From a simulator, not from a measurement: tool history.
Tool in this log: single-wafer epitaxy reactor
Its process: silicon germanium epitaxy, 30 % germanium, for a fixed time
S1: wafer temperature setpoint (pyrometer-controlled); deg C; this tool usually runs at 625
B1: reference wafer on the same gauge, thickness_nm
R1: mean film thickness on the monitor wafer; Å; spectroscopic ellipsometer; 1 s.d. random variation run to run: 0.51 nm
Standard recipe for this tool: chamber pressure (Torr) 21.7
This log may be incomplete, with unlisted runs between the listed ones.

{"run": 1, "hour": 0.0, "S1": 625, "chamber pressure (Torr)": 21.7, "B1": 107.274, "R1": 857.32}
{"run": 2, "hour": 101.2, "S1": 625, "chamber pressure (Torr)": 21.7, "B1": 107.242, "R1": 850.53}
{"run": 3, "hour": 198.7, "S1": 633, "chamber pressure (Torr)": 18.4, "B1": 107.292, "R1": 873.53}
{"run": 4, "hour": 289.2, "S1": 633, "chamber pressure (Torr)": 18.4, "B1": 107.388, "R1": 875.75}
{"run": 5, "hour": 381.8, "S1": 625, "chamber pressure (Torr)": 21.7, "B1": 107.333, "R1": 835.95}
{"run": 6, "hour": 473.5, "S1": 625, "chamber pressure (Torr)": 21.7, "B1": 107.219, "R1": 832.2}
{"run": 7, "hour": 555.1, "S1": 625, "chamber pressure (Torr)": 21.7, "B1": 107.299, "R1": 835.17}
{"run": 8, "hour": 652.1, "S1": 619, "chamber pressure (Torr)": 19.7, "B1": 107.383, "R1": 722.7}
{"hour": 664.7, "done": "capacitance manometer re-zeroed and calibrated"}
{"run": 9, "hour": 712.2, "S1": 619, "chamber pressure (Torr)": 19.7, "B1": 107.31, "R1": 750.02}
{"run": 10, "hour": 799.7, "S1": 625, "chamber pressure (Torr)": 21.7, "B1": 107.321, "R1": 855.99}
{"run": 11, "hour": 891.8, "S1": 625, "chamber pressure (Torr)": 21.7, "B1": 107.419, "R1": 849.63}
{"run": 12, "hour": 929.2, "S1": 625, "chamber pressure (Torr)": 21.7, "B1": 107.224, "R1": 861.69}
{"hour": 969.9, "done": "gauge calibrated"}
{"run": 13, "hour": 993.0, "S1": 617, "chamber pressure (Torr)": 17.8, "B1": 107.198, "R1": 680.17}
{"run": 14, "hour": 1070.4, "S1": 619, "chamber pressure (Torr)": 19.7, "B1": 107.224, "R1": 741.04}
{"run": 15, "hour": 1132.9, "S1": 639, "chamber pressure (Torr)": 21.7, "B1": 107.298, "R1": 1048.79}
{"run": 16, "hour": 1175.7, "S1": 617, "chamber pressure (Torr)": 23.2, "B1": 107.301, "R1": 762.72}
{"hour": 1406.5, "done": "showerhead replaced"}
{"run": 17, "hour": 1407.0, "S1": 630, "chamber pressure (Torr)": 24.7, "B1": 107.352, "R1": 951.38}
{"run": 18, "hour": 1459.5, "S1": 625, "chamber pressure (Torr)": 21.7, "B1": 107.31, "R1": 834.93}
{"run": 19, "hour": 1598.7, "S1": 619, "chamber pressure (Torr)": 19.7, "B1": 107.225, "R1": 733.55}
{"run": 20, "hour": 1641.0, "S1": 625, "chamber pressure (Torr)": 26.8, "B1": 107.382, "R1": 916.34}
{"run": 21, "hour": 1696.8, "S1": 625, "chamber pressure (Torr)": 16.7, "B1": 107.216, "R1": 725.02}
{"run": 22, "hour": 1753.2, "S1": 625, "chamber pressure (Torr)": 21.7, "B1": 107.33, "R1": 833.49}
{"hour": 1773.4, "done": "pyrometer calibrated"}
{"run": 23, "hour": 1825.1, "S1": 625, "chamber pressure (Torr)": 21.7, "B1": 107.412, "R1": 883.04}
{"run": 24, "hour": 1890.0, "S1": 630, "chamber pressure (Torr)": 18.3, "B1": 107.205, "R1": 873.67}
{"run": 25, "hour": 1989.9, "S1": 625, "chamber pressure (Torr)": 17.0, "B1": 107.28, "R1": 772.93}
{"run": 26, "hour": 2033.2, "S1": 639, "chamber pressure (Torr)": 21.7, "B1": 107.307, "R1": 1073.86}
{"run": 27, "hour": 2101.9, "S1": 619, "chamber pressure (Torr)": 21.7, "B1": 107.447, "R1": 779.44}
{"run": 28, "hour": 2182.6, "S1": 625, "chamber pressure (Torr)": 25.3, "B1": 107.316, "R1": 917.11}
{"run": 29, "hour": 2266.2, "S1": 636, "chamber pressure (Torr)": 25.8, "B1": 107.343, "R1": 1086.22}
{"run": 30, "hour": 2347.9, "S1": 639, "chamber pressure (Torr)": 23.7, "B1": 107.365, "R1": 1081.49}
{"hour": 2372.1, "done": "capacitance manometer re-zeroed and calibrated"}
{"run": 31, "hour": 2403.8, "S1": 625, "chamber pressure (Torr)": 25.0, "B1": 107.204, "R1": 938.04}
{"run": 32, "hour": 2442.7, "S1": 625, "chamber pressure (Torr)": 21.7, "B1": 107.127, "R1": 881.71}
{"run": 33, "hour": 2531.2, "S1": 625, "chamber pressure (Torr)": 25.6, "B1": 107.409, "R1": 946.62}
{"run": 34, "hour": 2569.2, "S1": 625, "chamber pressure (Torr)": 21.7, "B1": 107.194, "R1": 866.48}

The same runs without the tool's hidden state, with the same run-to-run variation:
The tool's hidden condition here consists of: wafer temperature above the value expected at the setpoint (K); true pressure above the setpoint (%); gauge reads high (%).
run=1 R1=915.21
run=2 R1=913.54
run=3 R1=942.79
run=4 R1=949.86
run=5 R1=911.86
run=6 R1=911.99
run=7 R1=918.89
run=8 R1=799.37
run=9 R1=795.55
run=10 R1=910.59
run=11 R1=907.20
run=12 R1=921.44
run=13 R1=729.91
run=14 R1=797.38
run=15 R1=1128.22
run=16 R1=824.16
run=17 R1=1034.75
run=18 R1=910.37
run=19 R1=804.33
run=20 R1=1005.33
run=21 R1=796.93
run=22 R1=917.87
run=23 R1=910.09
run=24 R1=905.79
run=25 R1=808.45
run=26 R1=1126.78
run=27 R1=822.94
run=28 R1=974.07
run=29 R1=1160.06
run=30 R1=1161.28
run=31 R1=972.28
run=32 R1=916.12
run=33 R1=988.79
run=34 R1=907.09
